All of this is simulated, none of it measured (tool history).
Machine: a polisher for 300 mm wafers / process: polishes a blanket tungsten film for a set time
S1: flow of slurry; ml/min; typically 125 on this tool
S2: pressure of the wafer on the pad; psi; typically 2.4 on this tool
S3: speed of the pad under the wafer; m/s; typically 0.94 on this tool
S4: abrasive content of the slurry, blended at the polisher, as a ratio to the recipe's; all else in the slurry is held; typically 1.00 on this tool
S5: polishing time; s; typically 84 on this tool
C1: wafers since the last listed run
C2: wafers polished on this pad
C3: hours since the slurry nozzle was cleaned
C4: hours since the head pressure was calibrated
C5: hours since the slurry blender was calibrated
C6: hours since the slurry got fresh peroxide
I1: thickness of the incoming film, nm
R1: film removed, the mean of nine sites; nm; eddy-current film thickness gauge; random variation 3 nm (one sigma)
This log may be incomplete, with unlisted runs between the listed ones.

run	hour	S1	S2	S3	S4	S5	C1	C2	C3	C4	C5	C6	I1	R1
1	0.0	125	2.4	0.94	1.00	93	0	403	15.5	158.9	111.7	242.2	975.8	222.5
2	45.8	125	2.4	0.94	1.00	93	310	714	61.3	204.7	157.5	288.0	973.9	211.4
# hour 93.0: slurry tank refilled with fresh slurry and peroxide
3	106.1	125	2.4	0.94	1.00	93	402	1116	121.6	265.0	217.8	13.1	983.5	209.5
4	171.6	125	2.4	0.94	1.00	84	444	1561	187.1	330.5	283.3	78.6	975.8	177.5
# hour 187.4: head pressure recalibrated
5	207.5	125	2.4	0.94	1.00	84	230	1791	223.0	20.1	319.2	114.5	953.1	188.3
6	278.8	125	2.4	1.18	1.00	84	483	2275	294.3	91.4	390.5	185.8	972.3	231.0
7	328.3	125	2.4	0.94	1.00	84	335	2611	343.8	140.9	440.0	235.3	969.1	181.2
# hour 335.3: worn pad replaced by a new one
8	375.0	125	2.4	0.94	0.90	84	289	269	390.5	187.6	486.7	282.0	967.3	195.8
# hour 411.5: slurry blender recalibrated
9	422.5	145	1.9	0.94	1.00	109	308	578	438.0	235.1	11.0	329.5	952.7	208.9
# hour 443.0: slurry tank refilled with fresh slurry and peroxide
10	450.8	155	2.4	1.08	1.00	84	185	763	466.3	263.4	39.3	7.8	961.3	225.9
11	500.0	125	2.4	0.72	1.00	84	333	1097	515.5	312.6	88.5	57.0	983.0	144.3
12	535.3	125	2.4	0.94	1.00	84	239	1337	550.8	347.9	123.8	92.3	969.6	182.2
# hour 567.7: head pressure recalibrated
13	584.6	110	1.9	0.94	0.75	84	321	1658	600.1	16.9	173.1	141.6	954.1	139.0
14	613.0	125	2.4	0.94	1.00	84	192	1850	628.5	45.3	201.5	170.0	975.3	189.9
15	665.7	125	2.4	0.94	1.00	84	357	2208	681.2	98.0	254.2	222.7	964.8	190.2
# hour 672.9: worn pad replaced by a new one
16	734.2	125	1.6	0.94	1.00	84	437	416	749.7	166.5	322.7	291.2	975.0	129.9
17	762.1	135	2.1	0.94	1.20	101	189	605	777.6	194.4	350.6	319.1	976.4	220.0
18	814.9	150	1.8	0.94	1.10	84	358	963	830.4	247.2	403.4	371.9	977.1	147.8
# hour 823.7: slurry tank refilled with fresh slurry and peroxide
19	843.8	105	1.8	0.94	1.20	84	189	1153	859.3	276.1	432.3	20.1	952.9	138.8
20	868.5	155	2.9	0.94	1.00	84	167	1320	884.0	300.8	457.0	44.8	965.9	236.5
# hour 874.5: slurry blender recalibrated
# hour 888.0: slurry nozzle cleaned
21	916.8	125	2.4	0.94	0.75	84	307	1628	28.8	349.1	42.3	93.1	958.6	171.3
# hour 937.5: head pressure recalibrated
22	941.5	125	2.4	0.94	1.20	84	154	1782	53.5	4.0	67.0	117.8	976.1	193.7
23	972.9	85	2.1	0.94	1.00	84	213	1995	84.9	35.4	98.4	149.2	969.6	152.1
24	1040.4	110	2.4	0.94	1.20	84	458	2453	152.4	102.9	165.9	216.7	955.5	186.5
# hour 1101.4: worn pad replaced by a new one
25	1123.0	125	2.4	0.94	1.00	84	533	146	235.0	185.5	248.5	299.3	962.5	194.2
26	1194.8	170	2.4	0.94	1.00	59	487	633	306.8	257.3	320.3	371.1	965.3	140.8
# hour 1243.5: slurry tank refilled with fresh slurry and peroxide
27	1253.6	90	2.4	0.94	1.00	84	392	1025	365.6	316.1	379.1	10.1	975.2	170.4

Here are 3 independent what-if runs from the current tool condition. What would each one return?
A	1254.0	125	3.0	0.94	1.00	84	2	1028	366.0	316.5	379.5	10.5	982.2	?
B	1254.0	105	2.1	0.72	0.85	84	2	1028	366.0	316.5	379.5	10.5	982.2	?
C	1254.0	125	2.4	1.22	1.00	103	2	1028	366.0	316.5	379.5	10.5	982.2	?

run	R1
A	228.3
B	113.8
C	290.6
Without the tool's hidden state the same runs would have given:
run	R1
A	253.0
B	126.2
C	322.1
